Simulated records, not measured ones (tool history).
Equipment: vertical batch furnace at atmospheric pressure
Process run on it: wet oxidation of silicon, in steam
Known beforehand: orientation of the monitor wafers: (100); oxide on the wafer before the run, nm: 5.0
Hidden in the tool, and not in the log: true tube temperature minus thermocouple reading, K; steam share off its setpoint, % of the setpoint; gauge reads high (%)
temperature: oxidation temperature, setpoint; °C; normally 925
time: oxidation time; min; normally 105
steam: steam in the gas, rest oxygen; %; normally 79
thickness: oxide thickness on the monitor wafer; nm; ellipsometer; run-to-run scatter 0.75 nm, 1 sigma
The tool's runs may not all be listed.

run	hour	temperature	time	steam	wafers since the last listed run	hours since the last temperature calibration	hours since the steam generator was serviced	hours since the gauge calibration	read-back reference wafer on the same gauge, thickness	thickness
1	0	925	105	79	0	2835.5	3362.9	244	244.98	294.06
2	32.8	925	105	79	568	2868.3	3395.7	276.8	245.16	292.36
3	63.9	925	105	79	538	2899.4	3426.8	307.9	244.77	292.37
4	93.5	925	105	79	512	2929	3456.4	337.5	244.99	293.5
5	109.4	925	105	79	275	2944.9	3472.3	353.4	245.06	293.14
6	129.4	925	105	79	346	2964.9	3492.3	373.4	244.96	293.33
7	144.4	911	105	79	259	2979.9	3507.3	388.4	244.75	254.63
8	164	925	105	79	339	2999.5	3526.9	408	245.11	292.81
9	187	925	105	79	398	3022.5	3549.9	431	244.99	292.99
10	211.7	925	105	79	427	3047.2	3574.6	455.7	245.09	292.72
11	262.8	911	105	76	885	3098.3	3625.7	506.8	244.84	246.68
12	280.4	933	105	79	304	3115.9	3643.3	524.4	245.28	318.16
13	310.8	925	105	83	526	3146.3	3673.7	554.8	245.16	305.57
# hour 341.2: steam generator serviced
14	343	925	105	83	142	3178.5	1.8	587	244.93	305.66
15	377.5	925	105	79	597	3213	36.3	621.5	245.11	293.26
16	409.3	912	105	79	550	3244.8	68.1	653.3	244.71	257.87
17	445.1	934	56	79	620	3280.6	103.9	689.1	244.98	193.09
18	461.4	925	63.5	74	282	3296.9	120.2	705.4	244.74	185.78
19	489.8	945	58	74	492	3325.3	148.6	733.8	245.1	212.17
20	502.5	925	105	79	220	3338	161.3	746.5	245.1	294.24
21	536.1	925	125.5	79	582	3371.6	194.9	780.1	245.03	338.98
22	566.5	945	133	83	526	3402	225.3	810.5	245.2	436.94
# hour 571: gauge calibrated
# hour 611: thermocouples replaced and temperature profile calibrated
23	611.5	925	105	79	363	0.5	270.3	40.5	245.02	284.46
24	622	947	138	83	181	11	280.8	51	244.91	439.84
25	648.2	937	105	79	453	37.2	307	77.2	244.91	317.33
26	666.2	925	105	79	311	55.2	325	95.2	245.04	283.74
27	699.9	925	105	79	583	88.9	358.7	128.9	244.79	283.92
28	717.3	925	105	79	301	106.3	376.1	146.3	245.06	284.3
29	735.1	925	105	79	308	124.1	393.9	164.1	244.86	283.34
30	828.3	925	105	86	1614	217.3	487.1	257.3	245.1	305.44
31	854.2	941	105	79	448	243.2	513	283.2	244.92	330.87
32	875.9	925	105	83	375	264.9	534.7	304.9	244.82	295.47
33	890.3	925	58	79	249	279.3	549.1	319.3	244.99	174.89
34	905.3	915	105	75	259	294.3	564.1	334.3	244.94	246.73
35	940.5	907	64	84	609	329.5	599.3	369.5	244.96	162.32
36	971.2	909	81.5	89	531	360.2	630	400.2	245.03	215.93
37	1000.4	933	129.5	90	505	389.4	659.2	429.4	245.06	398.61

For some of the steps in thickness from one run to the next: how much would appear even if the tool had no hidden state, given the settings, what came in and random variation, and how much remains for the hidden state plus any gauge scatter that the measured result and the result without hidden state don't share?
Run 16 -> 17: temperature 912 -> 934, time 105 -> 56. thickness -64.78 nm: hidden state -3.11, all else -61.67.
Run 19 -> 20: temperature 945 -> 925, time 58 -> 105, steam 74 -> 79. thickness +82.07 nm: hidden state +2.75, all else +79.32.
Run 22 -> 23: temperature 945 -> 925, time 133 -> 105, steam 83 -> 79, gauge calibrated, thermocouples replaced and temperature profile calibrated. thickness -152.48 nm: hidden state -15.26, all else -137.22.
Run 23 -> 24: temperature 925 -> 947, time 105 -> 138, steam 79 -> 83. thickness +155.38 nm: hidden state +0.19, all else +155.19.
Run 36 -> 37: temperature 909 -> 933, time 81.5 -> 129.5, steam 89 -> 90. thickness +182.68 nm: hidden state +0.67, all else +182.01.

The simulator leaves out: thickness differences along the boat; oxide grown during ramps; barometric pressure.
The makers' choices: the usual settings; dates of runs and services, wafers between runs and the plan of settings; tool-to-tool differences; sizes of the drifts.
